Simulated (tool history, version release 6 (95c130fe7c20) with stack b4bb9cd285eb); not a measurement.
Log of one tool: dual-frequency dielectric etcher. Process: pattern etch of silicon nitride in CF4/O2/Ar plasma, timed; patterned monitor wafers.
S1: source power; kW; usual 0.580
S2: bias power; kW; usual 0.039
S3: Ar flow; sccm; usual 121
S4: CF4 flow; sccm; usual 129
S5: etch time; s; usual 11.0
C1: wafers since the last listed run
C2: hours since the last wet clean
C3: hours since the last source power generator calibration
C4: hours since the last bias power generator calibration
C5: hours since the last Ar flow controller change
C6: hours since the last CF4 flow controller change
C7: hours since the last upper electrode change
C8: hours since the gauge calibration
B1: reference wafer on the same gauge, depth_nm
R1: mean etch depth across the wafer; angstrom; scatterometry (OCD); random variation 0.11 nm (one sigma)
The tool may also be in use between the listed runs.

{"run": 1, "hour": 0.0, "S1": 0.58, "S2": 0.039, "S3": 121, "S4": 129, "S5": 11.0, "C1": 0, "C2": 192.7, "C3": 21.3, "C4": 966.9, "C5": 5333.8, "C6": 6170.0, "C7": 2883.6, "C8": 1430.1, "B1": 25.68, "R1": 234.4}
{"hour": 24.6, "done": "upper electrode replaced"}
{"run": 2, "hour": 40.9, "S1": 0.58, "S2": 0.039, "S3": 121, "S4": 129, "S5": 11.0, "C1": 177, "C2": 233.6, "C3": 62.2, "C4": 1007.8, "C5": 5374.7, "C6": 6210.9, "C7": 16.3, "C8": 1471.0, "B1": 25.67, "R1": 234.0}
{"hour": 69.0, "done": "gauge calibrated"}
{"run": 3, "hour": 86.6, "S1": 0.58, "S2": 0.039, "S3": 121, "S4": 129, "S5": 11.0, "C1": 480, "C2": 279.3, "C3": 107.9, "C4": 1053.5, "C5": 5420.4, "C6": 6256.6, "C7": 62.0, "C8": 17.6, "B1": 25.73, "R1": 233.2}
{"hour": 129.0, "done": "wet clean of the chamber"}
{"run": 4, "hour": 130.8, "S1": 0.58, "S2": 0.039, "S3": 121, "S4": 129, "S5": 11.0, "C1": 212, "C2": 1.8, "C3": 152.1, "C4": 1097.7, "C5": 5464.6, "C6": 6300.8, "C7": 106.2, "C8": 61.8, "B1": 25.7, "R1": 235.6}
{"run": 5, "hour": 175.7, "S1": 0.58, "S2": 0.039, "S3": 121, "S4": 129, "S5": 11.0, "C1": 471, "C2": 46.7, "C3": 197.0, "C4": 1142.6, "C5": 5509.5, "C6": 6345.7, "C7": 151.1, "C8": 106.7, "B1": 25.71, "R1": 231.8}
{"run": 6, "hour": 240.1, "S1": 0.63, "S2": 0.039, "S3": 121, "S4": 129, "S5": 11.0, "C1": 676, "C2": 111.1, "C3": 261.4, "C4": 1207.0, "C5": 5573.9, "C6": 6410.1, "C7": 215.5, "C8": 171.1, "B1": 25.71, "R1": 254.4}
{"run": 7, "hour": 282.7, "S1": 0.58, "S2": 0.039, "S3": 121, "S4": 129, "S5": 13.5, "C1": 447, "C2": 153.7, "C3": 304.0, "C4": 1249.6, "C5": 5616.5, "C6": 6452.7, "C7": 258.1, "C8": 213.7, "B1": 25.69, "R1": 288.6}
{"run": 8, "hour": 333.6, "S1": 0.58, "S2": 0.039, "S3": 121, "S4": 129, "S5": 11.0, "C1": 534, "C2": 204.6, "C3": 354.9, "C4": 1300.5, "C5": 5667.4, "C6": 6503.6, "C7": 309.0, "C8": 264.6, "B1": 25.72, "R1": 232.2}
{"run": 9, "hour": 378.4, "S1": 0.5, "S2": 0.039, "S3": 121, "S4": 129, "S5": 8.0, "C1": 470, "C2": 249.4, "C3": 399.7, "C4": 1345.3, "C5": 5712.2, "C6": 6548.4, "C7": 353.8, "C8": 309.4, "B1": 25.69, "R1": 144.7}
{"hour": 438.1, "done": "wet clean of the chamber"}
{"run": 10, "hour": 438.6, "S1": 0.49, "S2": 0.045, "S3": 150, "S4": 103, "S5": 11.0, "C1": 380, "C2": 0.5, "C3": 459.9, "C4": 1405.5, "C5": 5772.4, "C6": 6608.6, "C7": 414.0, "C8": 369.6, "B1": 25.72, "R1": 189.8}
{"hour": 455.7, "done": "CF4 flow controller replaced"}
{"run": 11, "hour": 525.7, "S1": 0.58, "S2": 0.039, "S3": 103, "S4": 129, "S5": 13.0, "C1": 852, "C2": 87.6, "C3": 547.0, "C4": 1492.6, "C5": 5859.5, "C6": 70.0, "C7": 501.1, "C8": 456.7, "B1": 25.69, "R1": 285.5}
{"hour": 549.2, "done": "bias power generator calibrated"}
{"run": 12, "hour": 553.7, "S1": 0.58, "S2": 0.039, "S3": 121, "S4": 129, "S5": 11.0, "C1": 252, "C2": 115.6, "C3": 575.0, "C4": 4.5, "C5": 5887.5, "C6": 98.0, "C7": 529.1, "C8": 484.7, "B1": 25.71, "R1": 235.3}
{"hour": 567.8, "done": "Ar flow controller replaced"}
{"run": 13, "hour": 615.3, "S1": 0.49, "S2": 0.045, "S3": 150, "S4": 103, "S5": 11.0, "C1": 584, "C2": 177.2, "C3": 636.6, "C4": 66.1, "C5": 47.5, "C6": 159.6, "C7": 590.7, "C8": 546.3, "B1": 25.67, "R1": 191.8}
{"run": 14, "hour": 665.1, "S1": 0.58, "S2": 0.036, "S3": 121, "S4": 119, "S5": 13.0, "C1": 523, "C2": 227.0, "C3": 686.4, "C4": 115.9, "C5": 97.3, "C6": 209.4, "C7": 640.5, "C8": 596.1, "B1": 25.68, "R1": 266.8}
{"run": 15, "hour": 721.6, "S1": 0.58, "S2": 0.045, "S3": 121, "S4": 129, "S5": 8.5, "C1": 593, "C2": 283.5, "C3": 742.9, "C4": 172.4, "C5": 153.8, "C6": 265.9, "C7": 697.0, "C8": 652.6, "B1": 25.69, "R1": 190.4}
{"run": 16, "hour": 759.2, "S1": 0.68, "S2": 0.039, "S3": 121, "S4": 150, "S5": 11.0, "C1": 395, "C2": 321.1, "C3": 780.5, "C4": 210.0, "C5": 191.4, "C6": 303.5, "C7": 734.6, "C8": 690.2, "B1": 25.63, "R1": 283.1}
{"hour": 807.2, "done": "wet clean of the chamber"}
{"run": 17, "hour": 812.6, "S1": 0.54, "S2": 0.039, "S3": 121, "S4": 129, "S5": 11.0, "C1": 308, "C2": 5.4, "C3": 833.9, "C4": 263.4, "C5": 244.8, "C6": 356.9, "C7": 788.0, "C8": 743.6, "B1": 25.67, "R1": 215.8}
{"run": 18, "hour": 844.1, "S1": 0.58, "S2": 0.035, "S3": 121, "S4": 129, "S5": 11.0, "C1": 331, "C2": 36.9, "C3": 865.4, "C4": 294.9, "C5": 276.3, "C6": 388.4, "C7": 819.5, "C8": 775.1, "B1": 25.67, "R1": 226.6}
{"run": 19, "hour": 885.1, "S1": 0.64, "S2": 0.039, "S3": 108, "S4": 129, "S5": 11.0, "C1": 430, "C2": 77.9, "C3": 906.4, "C4": 335.9, "C5": 317.3, "C6": 429.4, "C7": 860.5, "C8": 816.1, "B1": 25.68, "R1": 265.8}
{"run": 20, "hour": 912.6, "S1": 0.62, "S2": 0.039, "S3": 121, "S4": 129, "S5": 11.0, "C1": 289, "C2": 105.4, "C3": 933.9, "C4": 363.4, "C5": 344.8, "C6": 456.9, "C7": 888.0, "C8": 843.6, "B1": 25.69, "R1": 250.8}
{"run": 21, "hour": 974.1, "S1": 0.58, "S2": 0.039, "S3": 121, "S4": 129, "S5": 11.0, "C1": 646, "C2": 166.9, "C3": 995.4, "C4": 424.9, "C5": 406.3, "C6": 518.4, "C7": 949.5, "C8": 905.1, "B1": 25.71, "R1": 235.1}

4 ways to go on from here, each from the tool as it stands after run 21. What would each give?
{"run": "A", "hour": 974.5, "S1": 0.58, "S2": 0.039, "S3": 121, "S4": 139, "S5": 11.0, "C1": 4, "C2": 167.3, "C3": 995.8, "C4": 425.3, "C5": 406.7, "C6": 518.8, "C7": 949.9, "C8": 905.5, "B1": "?", "R1": "?"}
{"run": "B", "hour": 974.5, "S1": 0.58, "S2": 0.039, "S3": 121, "S4": 106, "S5": 11.0, "C1": 4, "C2": 167.3, "C3": 995.8, "C4": 425.3, "C5": 406.7, "C6": 518.8, "C7": 949.9, "C8": 905.5, "B1": "?", "R1": "?"}
{"run": "C", "hour": 974.5, "S1": 0.67, "S2": 0.039, "S3": 148, "S4": 98, "S5": 11.0, "C1": 4, "C2": 167.3, "C3": 995.8, "C4": 425.3, "C5": 406.7, "C6": 518.8, "C7": 949.9, "C8": 905.5, "B1": "?", "R1": "?"}
{"run": "D", "hour": 974.5, "S1": 0.58, "S2": 0.039, "S3": 131, "S4": 138, "S5": 11.0, "C1": 4, "C2": 167.3, "C3": 995.8, "C4": 425.3, "C5": 406.7, "C6": 518.8, "C7": 949.9, "C8": 905.5, "B1": "?", "R1": "?"}

run=A B1=25.72 R1=235.6
run=B B1=25.72 R1=227.8
run=C B1=25.72 R1=250.0
run=D B1=25.72 R1=231.5
Without the tool's hidden state the same runs would have given:
run=A R1=235.6
run=B R1=227.8
run=C R1=250.0
run=D R1=231.5

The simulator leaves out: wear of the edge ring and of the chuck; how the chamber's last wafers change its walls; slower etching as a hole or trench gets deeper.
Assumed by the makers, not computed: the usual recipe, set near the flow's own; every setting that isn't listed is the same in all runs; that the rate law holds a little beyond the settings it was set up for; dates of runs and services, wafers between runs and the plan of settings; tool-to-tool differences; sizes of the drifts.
